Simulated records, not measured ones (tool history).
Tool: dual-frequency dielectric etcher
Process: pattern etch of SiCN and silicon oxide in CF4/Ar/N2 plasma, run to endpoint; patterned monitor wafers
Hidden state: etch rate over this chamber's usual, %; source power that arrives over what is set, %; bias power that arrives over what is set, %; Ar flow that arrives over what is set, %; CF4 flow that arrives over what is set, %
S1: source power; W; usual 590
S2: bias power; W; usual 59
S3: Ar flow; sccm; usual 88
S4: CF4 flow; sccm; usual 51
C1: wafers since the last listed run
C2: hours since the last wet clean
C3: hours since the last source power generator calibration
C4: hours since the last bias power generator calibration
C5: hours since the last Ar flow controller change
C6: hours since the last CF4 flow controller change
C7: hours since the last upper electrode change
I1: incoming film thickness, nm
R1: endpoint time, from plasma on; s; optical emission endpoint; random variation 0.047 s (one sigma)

run	hour	S1	S2	S3	S4	C1	C2	C3	C4	C5	C6	C7	I1	R1
1	0	590	59	88	51	0	519.4	2830.8	1848.4	4976.2	2191.9	2389.8	10.12	10.5
2	13.7	590	59	88	51	195	533.1	2844.5	1862.1	4989.9	2205.6	2403.5	10.29	10.6
3	25.7	590	59	88	51	170	545.1	2856.5	1874.1	5001.9	2217.6	2415.5	10.09	10.5
4	42.8	590	59	88	51	243	562.2	2873.6	1891.2	5019	2234.7	2432.6	10.23	10.5
5	51.8	590	59	75	51	128	571.2	2882.6	1900.2	5028	2243.7	2441.6	10.16	10.3
6	63.8	590	59	75	51	170	583.2	2894.6	1912.2	5040	2255.7	2453.6	10.28	10.3
7	75.5	590	59	88	51	166	594.9	2906.3	1923.9	5051.7	2267.4	2465.3	10.28	10.7
8	92.6	590	59	88	51	243	612	2923.4	1941	5068.8	2284.5	2482.4	10.18	10.6
9	110	590	59	88	51	247	629.4	2940.8	1958.4	5086.2	2301.9	2499.8	10.19	10.6
# hour 116.5: Ar flow controller replaced
10	117	590	59	88	51	14	636.4	2947.8	1965.4	0.5	2308.9	2506.8	10.21	10.6
11	131.2	590	59	88	51	202	650.6	2962	1979.6	14.7	2323.1	2521	10.18	10.6
# hour 157.5: source power generator calibrated
# hour 159.9: wet clean of the chamber
12	160.4	590	59	88	51	323	0.5	2.9	2008.8	43.9	2352.3	2550.2	10.26	10
13	160.8	590	59	88	46	5	0.9	3.3	2009.2	44.3	2352.7	2550.6	10.1	10.1
14	162.5	590	74	88	45	24	2.6	5	2010.9	46	2354.4	2552.3	10.21	9.4
15	169.7	590	59	88	51	102	9.8	12.2	2018.1	53.2	2361.6	2559.5	10.11	10
# hour 195.8: CF4 flow controller replaced
# hour 206.2: upper electrode replaced
16	206.7	590	59	88	51	293	46.8	49.2	2055.1	90.2	10.9	0.5	10.28	10.2
17	207	700	53	88	60	4	47.1	49.5	2055.4	90.5	11.2	0.8	10.28	9.3
18	207.3	520	59	88	51	4	47.4	49.8	2055.7	90.8	11.5	1.1	10.31	10.8
19	217.7	700	59	88	40	148	57.8	60.2	2066.1	101.2	21.9	11.5	10.2	9.6
20	233.7	590	59	88	51	227	73.8	76.2	2082.1	117.2	37.9	27.5	10.14	10
# hour 239.4: bias power generator calibrated
21	240.7	590	46	88	51	42	80.8	83.2	1.3	124.2	44.9	34.5	10.21	10.9
22	257.1	450	74	81	48	233	97.2	99.6	17.7	140.6	61.3	50.9	10.18	10.6
23	271.6	590	59	88	51	206	111.7	114.1	32.2	155.1	75.8	65.4	10.15	10.1
24	279.4	680	59	88	51	111	119.5	121.9	40	162.9	83.6	73.2	10.26	9.5
25	310.1	590	59	88	51	437	150.2	152.6	70.7	193.6	114.3	103.9	10.2	10.1

Hidden state at the last listed run before each entry between runs and at the first one after, where it differs:
Between runs 9 and 10: Ar flow controller replaced (hour 116.5)
  etch rate over this chamber's usual, %: -5.36 -> -5.42
  measured less the result without the state, R1: +0.6 -> +0.6 s
Between runs 11 and 12: source power generator calibrated (hour 157.5); wet clean of the chamber (hour 159.9)
  etch rate over this chamber's usual, %: -5.54 -> 0.53
  measured less the result without the state, R1: +0.6 -> -0.1 s
Between runs 15 and 16: CF4 flow controller replaced (hour 195.8); upper electrode replaced (hour 206.2)
  etch rate over this chamber's usual, %: 0.451 -> 0.135
  measured less the result without the state, R1: +0 -> +0 s
Between runs 20 and 21: bias power generator calibrated (hour 239.4)
  etch rate over this chamber's usual, %: -0.0954 -> -0.155
  measured less the result without the state, R1: +0 -> +0.1 s
